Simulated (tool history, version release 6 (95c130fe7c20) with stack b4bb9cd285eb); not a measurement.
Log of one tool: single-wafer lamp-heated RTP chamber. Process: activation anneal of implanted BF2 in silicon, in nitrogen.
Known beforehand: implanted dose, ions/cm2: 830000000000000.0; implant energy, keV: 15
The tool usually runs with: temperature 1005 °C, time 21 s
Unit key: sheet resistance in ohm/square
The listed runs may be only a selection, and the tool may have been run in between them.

| run | hour | temperature | time | wafers since the last listed run | wafers since the last pyrometer calibration | wafers since the reflector plate was cleaned | hours since the gauge calibration | read-back reference wafer on the same gauge, sheet resistance | sheet resistance |
|---|---|---|---|---|---|---|---|---|---|
| 1 | 0 | 1005 | 21 | 0 | 2559 | 4067 | 403.3 | 223.97 | 215.48 |
| 2 | 103.3 | 1005 | 21 | 925 | 3484 | 4992 | 506.6 | 224.05 | 214.15 |
| 3 | 183.5 | 1005 | 21 | 718 | 4202 | 5710 | 586.8 | 223.93 | 213.04 |
| 4 | 269.5 | 1005 | 21 | 770 | 4973 | 6481 | 672.8 | 223.94 | 212.94 |
| 5 | 345.3 | 1005 | 21 | 678 | 5652 | 7160 | 748.6 | 224.19 | 213.91 |
| 6 | 390 | 1005 | 21 | 400 | 6052 | 7560 | 793.3 | 224.16 | 213 |
|  | 464.1 | reflector plate cleaned |
| 7 | 464.6 | 1005 | 21 | 596 | 6648 | 4 | 867.9 | 224.3 | 213.38 |
| 8 | 541 | 1005 | 30 | 684 | 7333 | 688 | 944.3 | 224.22 | 201.07 |
|  | 602.7 | gauge calibrated |
| 9 | 621.3 | 1033 | 10 | 719 | 8052 | 1408 | 18.6 | 223.89 | 203.69 |
| 10 | 664.5 | 1020 | 17 | 386 | 8439 | 1794 | 61.8 | 224.13 | 202.22 |
| 11 | 725.7 | 1030 | 31 | 548 | 8987 | 2343 | 123 | 223.82 | 177.66 |
|  | 780.1 | pyrometer window cleaned and pyrometer calibrated |
| 12 | 795.4 | 1023 | 29 | 552 | 136 | 2895 | 192.7 | 223.83 | 188.81 |
| 13 | 853.1 | 1005 | 21 | 516 | 653 | 3412 | 250.4 | 224.12 | 217.52 |
| 14 | 900 | 1005 | 21 | 420 | 1073 | 3832 | 297.3 | 224.07 | 217.12 |
| 15 | 968 | 1015 | 30 | 609 | 1682 | 4441 | 365.3 | 223.88 | 194.03 |
| 16 | 1041.1 | 976 | 12 | 654 | 2337 | 5096 | 438.4 | 224.08 | 283.2 |

Predict each of these 5 candidate next runs independently; none follows another, all start after run 16:
| A | 1041.5 | 1005 | 21 | 3 | 2341 | 5099 | 438.8 | ? | ? |
| B | 1041.5 | 1028 | 26 | 3 | 2341 | 5099 | 438.8 | ? | ? |
| C | 1041.5 | 1029 | 21 | 3 | 2341 | 5099 | 438.8 | ? | ? |
| D | 1041.5 | 1005 | 10 | 3 | 2341 | 5099 | 438.8 | ? | ? |
| E | 1041.5 | 985 | 30 | 3 | 2341 | 5099 | 438.8 | ? | ? |

| run | read-back reference wafer on the same gauge, sheet resistance | sheet resistance |
|---|---|---|
| A | 224.04 | 215.58 |
| B | 224.04 | 185.23 |
| C | 224.04 | 189.78 |
| D | 224.04 | 240.26 |
| E | 224.04 | 234.44 |
What these runs would have given with no unlogged condition in the tool:
| run | sheet resistance |
|---|---|
| A | 218.65 |
| B | 186.98 |
| C | 191.75 |
| D | 243.33 |
| E | 238.32 |

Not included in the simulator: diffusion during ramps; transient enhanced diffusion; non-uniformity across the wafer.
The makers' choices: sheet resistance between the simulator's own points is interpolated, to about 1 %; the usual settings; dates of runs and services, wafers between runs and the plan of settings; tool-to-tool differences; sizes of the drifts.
